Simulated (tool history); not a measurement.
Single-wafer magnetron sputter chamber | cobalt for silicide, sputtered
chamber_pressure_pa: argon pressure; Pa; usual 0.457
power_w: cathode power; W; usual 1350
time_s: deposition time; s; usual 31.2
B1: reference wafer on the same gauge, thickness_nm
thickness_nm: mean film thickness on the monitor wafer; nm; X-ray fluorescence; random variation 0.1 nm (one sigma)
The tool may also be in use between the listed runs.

run 1 hour=0.0 | chamber_pressure_pa=0.457 power_w=1350 time_s=31.2 | B1=22.096 | thickness_nm=20.277
run 2 hour=58.6 | chamber_pressure_pa=0.457 power_w=1350 time_s=31.2 | B1=22.118 | thickness_nm=20.264
run 3 hour=107.4 | chamber_pressure_pa=0.374 power_w=1350 time_s=31.2 | B1=22.119 | thickness_nm=20.560
run 4 hour=151.2 | chamber_pressure_pa=0.374 power_w=1350 time_s=31.2 | B1=22.096 | thickness_nm=20.608
run 5 hour=219.3 | chamber_pressure_pa=0.374 power_w=1350 time_s=31.2 | B1=22.115 | thickness_nm=20.559
run 6 hour=274.4 | chamber_pressure_pa=0.457 power_w=1350 time_s=27.5 | B1=22.089 | thickness_nm=17.901
run 7 hour=305.1 | chamber_pressure_pa=0.457 power_w=1350 time_s=31.2 | B1=22.113 | thickness_nm=20.289
run 8 hour=360.4 | chamber_pressure_pa=0.457 power_w=1350 time_s=31.2 | B1=22.100 | thickness_nm=20.337
run 9 hour=423.4 | chamber_pressure_pa=0.457 power_w=1350 time_s=31.2 | B1=22.089 | thickness_nm=20.260
run 10 hour=461.1 | chamber_pressure_pa=0.457 power_w=1350 time_s=31.2 | B1=22.090 | thickness_nm=20.232
run 11 hour=497.6 | chamber_pressure_pa=0.457 power_w=1350 time_s=31.2 | B1=22.096 | thickness_nm=20.124
run 12 hour=561.2 | chamber_pressure_pa=0.457 power_w=1450 time_s=31.2 | B1=22.106 | thickness_nm=20.751
run 13 hour=632.6 | chamber_pressure_pa=0.457 power_w=1450 time_s=31.2 | B1=22.108 | thickness_nm=21.302
run 14 hour=688.2 | chamber_pressure_pa=0.457 power_w=1350 time_s=26.1 | B1=22.106 | thickness_nm=16.928
run 15 hour=743.0 | chamber_pressure_pa=0.602 power_w=1550 time_s=31.2 | B1=22.089 | thickness_nm=21.122
run 16 hour=803.0 | chamber_pressure_pa=0.457 power_w=1650 time_s=34.5 | B1=22.114 | thickness_nm=25.395
run 17 hour=846.3 | chamber_pressure_pa=0.457 power_w=1350 time_s=31.2 | B1=22.099 | thickness_nm=20.325
run 18 hour=875.7 | chamber_pressure_pa=0.457 power_w=1350 time_s=31.2 | B1=22.104 | thickness_nm=19.893
run 19 hour=957.8 | chamber_pressure_pa=0.457 power_w=1350 time_s=31.2 | B1=22.103 | thickness_nm=19.703
run 20 hour=986.5 | chamber_pressure_pa=0.540 power_w=1650 time_s=33.0 | B1=22.094 | thickness_nm=23.211
run 21 hour=1028.9 | chamber_pressure_pa=0.572 power_w=1600 time_s=27.1 | B1=22.105 | thickness_nm=18.866
run 22 hour=1087.5 | chamber_pressure_pa=0.457 power_w=1200 time_s=25.3 | B1=22.091 | thickness_nm=15.038
run 23 hour=1119.7 | chamber_pressure_pa=0.457 power_w=1350 time_s=33.7 | B1=22.101 | thickness_nm=21.854
run 24 hour=1150.2 | chamber_pressure_pa=0.457 power_w=1350 time_s=31.2 | B1=22.103 | thickness_nm=20.058
run 25 hour=1190.1 | chamber_pressure_pa=0.290 power_w=1350 time_s=35.0 | B1=22.120 | thickness_nm=24.076
run 26 hour=1216.9 | chamber_pressure_pa=0.330 power_w=1250 time_s=31.2 | B1=22.108 | thickness_nm=20.039

Taken out of this log: 6 entries between the listed runs. Where each belongs, and how the hidden state differs across it:
Between runs 5 and 6: sputter target and shields replaced (hour 267.5)
  deposition rate above that of a new target (%): -1.92 -> -0.114
  measured less the result without the state, thickness_nm: -0.403 -> -0.021 nm
Between runs 12 and 13: gauge calibrated (hour 621.6); sputter target and shields replaced (hour 627.0)
  deposition rate above that of a new target (%): -1.78 -> -0.125
  measured less the result without the state, thickness_nm: -0.376 -> -0.027 nm
Between runs 14 and 15: capacitance manometer re-zeroed and calibrated (hour 699.5); magnet pack replaced, of another model than before (hour 709.1)
  deposition rate above that of a new target (%): -0.196 -> -0.384
  measured less the result without the state, thickness_nm: -0.033 -> -0.082 nm
Between runs 20 and 21: sputter target and shields replaced (hour 1028.4)
  deposition rate above that of a new target (%): -2.62 -> -0.372
  measured less the result without the state, thickness_nm: -0.626 -> -0.071 nm

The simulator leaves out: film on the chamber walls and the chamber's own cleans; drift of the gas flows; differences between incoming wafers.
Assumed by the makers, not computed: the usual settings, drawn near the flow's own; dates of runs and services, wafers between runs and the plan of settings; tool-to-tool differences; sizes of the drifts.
